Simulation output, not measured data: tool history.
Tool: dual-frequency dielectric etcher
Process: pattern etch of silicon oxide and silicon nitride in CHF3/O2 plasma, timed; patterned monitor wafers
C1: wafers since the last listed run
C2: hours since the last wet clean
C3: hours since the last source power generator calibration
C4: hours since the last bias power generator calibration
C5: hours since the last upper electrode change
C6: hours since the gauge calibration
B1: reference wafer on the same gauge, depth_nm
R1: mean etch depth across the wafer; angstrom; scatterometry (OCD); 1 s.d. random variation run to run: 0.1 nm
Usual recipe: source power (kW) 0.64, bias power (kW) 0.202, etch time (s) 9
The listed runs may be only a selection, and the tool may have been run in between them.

run 1 hour=0 | source_power_(kW)=0.64 bias_power_(kW)=0.202 etch_time_(s)=9 | C1=0 C2=225.3 C3=2605.1 C4=3357.6 C5=4788.2 C6=239.1 | B1=16.78 | R1=149.5
run 2 hour=95.2 | source_power_(kW)=0.64 bias_power_(kW)=0.202 etch_time_(s)=9 | C1=1202 C2=320.5 C3=2700.3 C4=3452.8 C5=4883.4 C6=334.3 | B1=16.83 | R1=149.4
run 3 hour=185.9 | source_power_(kW)=0.64 bias_power_(kW)=0.202 etch_time_(s)=9 | C1=1145 C2=411.2 C3=2791 C4=3543.5 C5=4974.1 C6=425 | B1=16.8 | R1=151.6
run 4 hour=225.8 | source_power_(kW)=0.74 bias_power_(kW)=0.231 etch_time_(s)=9 | C1=504 C2=451.1 C3=2830.9 C4=3583.4 C5=5014 C6=464.9 | B1=16.78 | R1=168.1
run 5 hour=271.1 | source_power_(kW)=0.74 bias_power_(kW)=0.231 etch_time_(s)=9 | C1=572 C2=496.4 C3=2876.2 C4=3628.7 C5=5059.3 C6=510.2 | B1=16.82 | R1=168.9
run 6 hour=319.5 | source_power_(kW)=0.74 bias_power_(kW)=0.231 etch_time_(s)=9 | C1=611 C2=544.8 C3=2924.6 C4=3677.1 C5=5107.7 C6=558.6 | B1=16.78 | R1=169.4
run 7 hour=387.3 | source_power_(kW)=0.64 bias_power_(kW)=0.219 etch_time_(s)=9 | C1=856 C2=612.6 C3=2992.4 C4=3744.9 C5=5175.5 C6=626.4 | B1=16.81 | R1=154.9
-- hour=436.4 wet clean of the chamber
-- hour=493.7 upper electrode replaced
run 8 hour=494.2 | source_power_(kW)=0.64 bias_power_(kW)=0.219 etch_time_(s)=9 | C1=744 C2=57.8 C3=3099.3 C4=3851.8 C5=0.5 C6=733.3 | B1=16.77 | R1=149.2
-- hour=514.7 bias power generator calibrated
run 9 hour=547.6 | source_power_(kW)=0.64 bias_power_(kW)=0.219 etch_time_(s)=9 | C1=624 C2=111.2 C3=3152.7 C4=32.9 C5=53.9 C6=786.7 | B1=16.77 | R1=150.1
run 10 hour=596.3 | source_power_(kW)=0.64 bias_power_(kW)=0.167 etch_time_(s)=9 | C1=615 C2=159.9 C3=3201.4 C4=81.6 C5=102.6 C6=835.4 | B1=16.8 | R1=143.4
-- hour=634.1 gauge calibrated
run 11 hour=669 | source_power_(kW)=0.64 bias_power_(kW)=0.167 etch_time_(s)=9 | C1=918 C2=232.6 C3=3274.1 C4=154.3 C5=175.3 C6=34.9 | B1=16.75 | R1=143.5
-- hour=689.1 source power generator calibrated
run 12 hour=709 | source_power_(kW)=0.77 bias_power_(kW)=0.231 etch_time_(s)=9 | C1=454 C2=272.6 C3=19.9 C4=194.3 C5=215.3 C6=74.9 | B1=16.87 | R1=169.5
run 13 hour=792.3 | source_power_(kW)=0.69 bias_power_(kW)=0.202 etch_time_(s)=9.5 | C1=1052 C2=355.9 C3=103.2 C4=277.6 C5=298.6 C6=158.2 | B1=16.78 | R1=164.9
run 14 hour=862.3 | source_power_(kW)=0.59 bias_power_(kW)=0.243 etch_time_(s)=10 | C1=884 C2=425.9 C3=173.2 C4=347.6 C5=368.6 C6=228.2 | B1=16.8 | R1=166.5
run 15 hour=949.6 | source_power_(kW)=0.76 bias_power_(kW)=0.202 etch_time_(s)=9 | C1=1102 C2=513.2 C3=260.5 C4=434.9 C5=455.9 C6=315.5 | B1=16.78 | R1=163.7
run 16 hour=989.3 | source_power_(kW)=0.64 bias_power_(kW)=0.202 etch_time_(s)=9 | C1=501 C2=552.9 C3=300.2 C4=474.6 C5=495.6 C6=355.2 | B1=16.8 | R1=153.6
-- hour=1033.3 wet clean of the chamber
run 17 hour=1067.4 | source_power_(kW)=0.64 bias_power_(kW)=0.202 etch_time_(s)=9 | C1=683 C2=34.1 C3=378.3 C4=552.7 C5=573.7 C6=433.3 | B1=16.79 | R1=147.4
run 18 hour=1142.3 | source_power_(kW)=0.64 bias_power_(kW)=0.202 etch_time_(s)=9 | C1=946 C2=109 C3=453.2 C4=627.6 C5=648.6 C6=508.2 | B1=16.8 | R1=146.7
run 19 hour=1209.2 | source_power_(kW)=0.64 bias_power_(kW)=0.202 etch_time_(s)=9 | C1=845 C2=175.9 C3=520.1 C4=694.5 C5=715.5 C6=575.1 | B1=16.8 | R1=148.9
run 20 hour=1330.5 | source_power_(kW)=0.64 bias_power_(kW)=0.217 etch_time_(s)=9 | C1=1532 C2=297.2 C3=641.4 C4=815.8 C5=836.8 C6=696.4 | B1=16.81 | R1=151.5
run 21 hour=1383.1 | source_power_(kW)=0.57 bias_power_(kW)=0.182 etch_time_(s)=9 | C1=664 C2=349.8 C3=694 C4=868.4 C5=889.4 C6=749 | B1=16.74 | R1=138.3
-- hour=1437.6 gauge calibrated
run 22 hour=1478.1 | source_power_(kW)=0.64 bias_power_(kW)=0.235 etch_time_(s)=6.5 | C1=1200 C2=444.8 C3=789 C4=963.4 C5=984.4 C6=40.5 | B1=16.8 | R1=112

Consider 4 possible next runs. They are alternatives, not a sequence: every one starts from the tool as it was left by run 22. What does each give?
run A hour=1478.5 | source_power_(kW)=0.64 bias_power_(kW)=0.202 etch_time_(s)=9 | C1=5 C2=445.2 C3=789.4 C4=963.8 C5=984.8 C6=40.9 | B1=? | R1=?
run B hour=1478.5 | source_power_(kW)=0.64 bias_power_(kW)=0.226 etch_time_(s)=9 | C1=5 C2=445.2 C3=789.4 C4=963.8 C5=984.8 C6=40.9 | B1=? | R1=?
run C hour=1478.5 | source_power_(kW)=0.64 bias_power_(kW)=0.154 etch_time_(s)=9 | C1=5 C2=445.2 C3=789.4 C4=963.8 C5=984.8 C6=40.9 | B1=? | R1=?
run D hour=1478.5 | source_power_(kW)=0.58 bias_power_(kW)=0.202 etch_time_(s)=8.5 | C1=5 C2=445.2 C3=789.4 C4=963.8 C5=984.8 C6=40.9 | B1=? | R1=?

run=A B1=16.79 R1=149.5
run=B B1=16.79 R1=153.4
run=C B1=16.79 R1=141.1
run=D B1=16.79 R1=133.5
Had the tool no hidden state, the same runs would have come out as:
run=A R1=145.8
run=B R1=149.6
run=C R1=137.7
run=D R1=130.2

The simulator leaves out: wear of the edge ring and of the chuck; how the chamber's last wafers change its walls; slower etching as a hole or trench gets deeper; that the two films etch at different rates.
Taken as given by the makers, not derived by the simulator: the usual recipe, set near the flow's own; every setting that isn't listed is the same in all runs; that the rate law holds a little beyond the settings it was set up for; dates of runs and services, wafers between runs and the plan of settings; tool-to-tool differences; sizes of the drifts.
